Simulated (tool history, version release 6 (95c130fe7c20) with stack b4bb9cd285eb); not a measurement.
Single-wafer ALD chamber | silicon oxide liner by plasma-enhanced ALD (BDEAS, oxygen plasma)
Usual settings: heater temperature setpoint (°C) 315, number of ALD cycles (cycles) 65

run,hour,heater temperature setpoint (°C),number of ALD cycles (cycles),"read-back reference wafer on the same gauge, thickness_nm",mean film thickness on the monitor wafer (angstrom)
1,0.0,315,65,4.603,56.62
2,13.4,315,61,4.599,53.18
3,22.3,322,65,4.598,56.11
4,38.6,322,65,4.600,56.13
5,54.1,322,65,4.599,56.17
6,67.6,315,65,4.603,56.68
7,82.4,315,65,4.597,56.66
8,92.6,315,65,4.600,56.65
9,107.8,319,65,4.602,56.43
10,122.5,309,54,4.606,47.56
# hour 126.2: gauge calibrated
# hour 136.4: thermocouple changed; heater temperature recalibrated
11,137.2,309,53,4.598,46.71
12,145.8,315,74,4.601,64.56
13,153.1,319,74,4.601,64.25
14,169.6,315,65,4.599,56.45
15,196.4,330,56,4.602,47.62
16,204.9,330,58,4.595,49.40
17,222.3,320,65,4.603,56.32
18,239.9,319,58,4.601,50.56
19,249.7,315,65,4.600,56.64

5 ways to go on from here, each from the tool as it stands after run 19. What would each give?
A,250.2,315,60,?,?
B,250.2,324,53,?,?
C,250.2,304,73,?,?
D,250.2,308,69,?,?
E,250.2,306,55,?,?

run,"read-back reference wafer on the same gauge, thickness_nm",mean film thickness on the monitor wafer (angstrom)
A,4.598,52.37
B,4.598,45.67
C,4.598,64.71
D,4.598,60.82
E,4.598,48.62
Without the tool's hidden state the same runs would have given:
run,mean film thickness on the monitor wafer (angstrom)
A,52.37
B,45.67
C,64.71
D,60.82
E,48.62
